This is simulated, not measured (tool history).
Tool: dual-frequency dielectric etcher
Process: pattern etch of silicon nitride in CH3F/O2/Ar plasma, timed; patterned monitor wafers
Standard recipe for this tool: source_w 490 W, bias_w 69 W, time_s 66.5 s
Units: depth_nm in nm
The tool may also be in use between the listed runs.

run,hour,source_w,bias_w,time_s,"read-back reference wafer on the same gauge, depth_nm",depth_nm
1,0.0,490,69,66.5,44.10,53.05
2,68.1,490,69,66.5,44.09,53.77
3,112.4,490,69,66.5,44.16,53.64
4,143.8,490,82,77.0,43.99,63.98
5,213.2,490,82,77.0,44.00,64.40
# hour 234.3: source power generator calibrated
6,275.0,490,82,77.0,44.09,64.89
7,334.9,490,69,66.5,44.14,54.02
# hour 384.0: gauge calibrated
# hour 412.0: upper electrode replaced
8,429.7,610,54,66.5,44.07,54.21
# hour 484.2: wet clean of the chamber
9,494.0,490,81,66.5,44.09,53.81
# hour 516.5: bias power generator calibrated
10,530.9,550,60,81.0,44.06,64.45
11,579.1,560,69,66.5,44.06,54.29
12,632.6,490,69,66.5,44.16,52.75
13,686.1,440,64,60.5,44.13,46.56
14,736.4,490,69,66.5,44.07,52.92

Forecast each of these 3 alternatives for the next run:
A,736.8,490,69,66.5,?,?
B,736.8,490,69,85.0,?,?
C,736.8,490,69,47.0,?,?

run,"read-back reference wafer on the same gauge, depth_nm",depth_nm
A,44.12,52.85
B,44.12,67.56
C,44.12,37.36
Without the tool's unlogged condition, the same runs would have read:
run,depth_nm
A,52.05
B,66.53
C,36.79
